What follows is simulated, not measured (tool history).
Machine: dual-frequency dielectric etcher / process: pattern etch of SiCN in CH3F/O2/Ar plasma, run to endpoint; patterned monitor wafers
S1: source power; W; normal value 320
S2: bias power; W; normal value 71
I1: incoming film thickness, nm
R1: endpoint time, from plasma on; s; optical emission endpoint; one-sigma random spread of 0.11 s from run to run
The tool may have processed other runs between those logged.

run 1 hour=0.0 | S1=350 S2=57 | I1=8.05 | R1=22.2
run 2 hour=94.4 | S1=320 S2=71 | I1=7.98 | R1=21.4
run 3 hour=165.0 | S1=320 S2=71 | I1=7.95 | R1=21.3
run 4 hour=243.0 | S1=320 S2=58 | I1=7.99 | R1=22.9
run 5 hour=442.7 | S1=320 S2=71 | I1=7.95 | R1=21.6
run 6 hour=533.9 | S1=320 S2=71 | I1=8.04 | R1=21.4
run 7 hour=583.1 | S1=360 S2=71 | I1=8.00 | R1=20.2
-- hour=613.8 wet clean of the chamber
run 8 hour=670.4 | S1=280 S2=71 | I1=8.01 | R1=23.5
run 9 hour=746.6 | S1=280 S2=71 | I1=7.91 | R1=22.8
run 10 hour=807.8 | S1=280 S2=71 | I1=7.96 | R1=23.2
run 11 hour=1109.9 | S1=320 S2=65 | I1=7.97 | R1=22.3
run 12 hour=1189.2 | S1=290 S2=85 | I1=8.08 | R1=21.6
-- hour=1222.4 wet clean of the chamber
run 13 hour=1492.1 | S1=390 S2=85 | I1=8.00 | R1=18.0
-- hour=1554.4 upper electrode replaced
-- hour=1585.6 source power generator calibrated
run 14 hour=1599.3 | S1=320 S2=71 | I1=8.06 | R1=21.5
-- hour=1695.0 wet clean of the chamber
run 15 hour=1695.5 | S1=320 S2=83 | I1=8.02 | R1=20.2
-- hour=1810.6 bias power generator calibrated
run 16 hour=1959.7 | S1=320 S2=71 | I1=8.04 | R1=21.7
run 17 hour=2051.1 | S1=360 S2=85 | I1=7.96 | R1=18.7
run 18 hour=2106.4 | S1=260 S2=76 | I1=7.98 | R1=23.9
run 19 hour=2197.2 | S1=320 S2=76 | I1=8.06 | R1=21.1
run 20 hour=2239.9 | S1=360 S2=76 | I1=8.01 | R1=19.6
run 21 hour=2291.2 | S1=270 S2=57 | I1=7.97 | R1=25.5

Forecast each of these 4 alternatives for the next run:
run A hour=2291.6 | S1=320 S2=77 | I1=8.04 | R1=?
run B hour=2291.6 | S1=270 S2=63 | I1=8.04 | R1=?
run C hour=2291.6 | S1=290 S2=63 | I1=8.04 | R1=?
run D hour=2291.6 | S1=270 S2=84 | I1=8.04 | R1=?

run=A R1=21.2
run=B R1=25.2
run=C R1=24.1
run=D R1=22.9
Without the tool's unlogged condition, the same runs would have read:
run=A R1=21.2
run=B R1=25.2
run=C R1=24.1
run=D R1=22.9

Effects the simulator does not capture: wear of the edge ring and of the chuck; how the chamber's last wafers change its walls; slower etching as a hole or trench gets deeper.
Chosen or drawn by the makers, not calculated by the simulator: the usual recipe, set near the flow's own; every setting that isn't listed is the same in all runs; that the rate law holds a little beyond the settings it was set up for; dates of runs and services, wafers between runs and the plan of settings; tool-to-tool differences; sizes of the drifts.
